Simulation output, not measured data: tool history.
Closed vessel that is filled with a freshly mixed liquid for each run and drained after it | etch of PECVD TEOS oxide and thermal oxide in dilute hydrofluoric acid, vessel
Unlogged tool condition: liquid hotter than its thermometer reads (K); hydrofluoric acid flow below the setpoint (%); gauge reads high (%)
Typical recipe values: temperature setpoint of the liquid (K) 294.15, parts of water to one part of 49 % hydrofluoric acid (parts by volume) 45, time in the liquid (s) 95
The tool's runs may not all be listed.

run     day  temperature setpoint of the liquid (K)  parts of water to one part of 49 % hydrofluoric acid (parts by volume)  time in the liquid (s)  wafers since the last listed run  hours since the thermometer was replaced  hours since the hydrofluoric acid flow meter was replaced  hours since the gauge calibration  read-back film thickness of the PECVD TEOS oxide reference wafer, read on the same gauge (nm)  read-back film thickness of the thermal oxide reference wafer, read on the same gauge (nm)  thickness taken off the PECVD TEOS oxide on a monitor wafer (Å)  thickness taken off the thermal oxide on a monitor wafer (Å)
  1   0.000                                  294.15                                                                      45                      95                                 0                                     465.0                                                     2164.0                             1829.7                                                                                         119.98                                                                                      119.98                                                            269.4                                                         103.2
  2   1.392                                  294.15                                                                      45                      95                              2640                                     498.4                                                     2197.4                             1863.1                                                                                         119.99                                                                                      120.02                                                            266.7                                                         103.4
      1.458  -- thermometer replaced
  3   2.767                                  294.15                                                                      45                      75                              2529                                      31.4                                                     2230.4                             1896.1                                                                                         119.98                                                                                      119.98                                                            220.8                                                          84.6
      2.983  -- hydrofluoric acid flow meter replaced
  4   4.888                                  294.15                                                                      45                     110                              3945                                      82.3                                                       45.7                             1947.0                                                                                         119.97                                                                                      119.99                                                            318.4                                                         126.1
  5   7.596                                  294.15                                                                      45                     110                              5138                                     147.3                                                      110.7                             2012.0                                                                                         119.98                                                                                      120.01                                                            325.5                                                         126.5
  6   9.525                                  290.15                                                                      45                      95                              3660                                     193.6                                                      157.0                             2058.3                                                                                         119.99                                                                                      120.01                                                            234.3                                                          93.7
  7  11.658                                  291.65                                                                      60                      65                              4047                                     244.8                                                      208.2                             2109.5                                                                                         119.96                                                                                      120.00                                                            127.3                                                          50.0
     13.512  -- thermometer replaced, repeated, since the last time left the tool worse
     13.583  -- gauge calibrated
  8  14.600                                  297.65                                                                      45                     145                              5502                                      26.1                                                      278.8                               24.4                                                                                         119.99                                                                                      119.99                                                            441.4                                                         172.9
  9  16.529                                  294.15                                                                      45                      95                              3660                                      72.4                                                      325.1                               70.7                                                                                         120.01                                                                                      120.00                                                            251.2                                                          99.2
 10  18.646                                  297.15                                                                      45                      65                              4016                                     123.2                                                      375.9                              121.5                                                                                         120.01                                                                                      120.02                                                            196.5                                                          76.7
 11  20.379                                  292.15                                                                      35                      95                              3288                                     164.8                                                      417.5                              163.1                                                                                         119.98                                                                                      120.01                                                            306.5                                                         119.8
 12  22.383                                  292.15                                                                      40                     150                              3802                                     212.9                                                      465.6                              211.2                                                                                         120.03                                                                                      119.98                                                            426.1                                                         162.8

Expected results for the next run?
 13  23.496                                  290.15                                                                      55                     145                              2110                                     239.6                                                      492.3                              237.9                                                                                              ?                                                                                           ?                                                                ?                                                             ?

{"run 13": {"read-back film thickness of the PECVD TEOS oxide reference wafer, read on the same gauge (nm)": 120.0, "read-back film thickness of the thermal oxide reference wafer, read on the same gauge (nm)": 120.0, "thickness taken off the PECVD TEOS oxide on a monitor wafer (Å)": 270.1, "thickness taken off the thermal oxide on a monitor wafer (Å)": 104.1}}
Minus the tool's unlogged condition, the same run would have read thickness taken off the PECVD TEOS oxide on a monitor wafer (Å) 259.9, thickness taken off the thermal oxide on a monitor wafer (Å) 100.2.
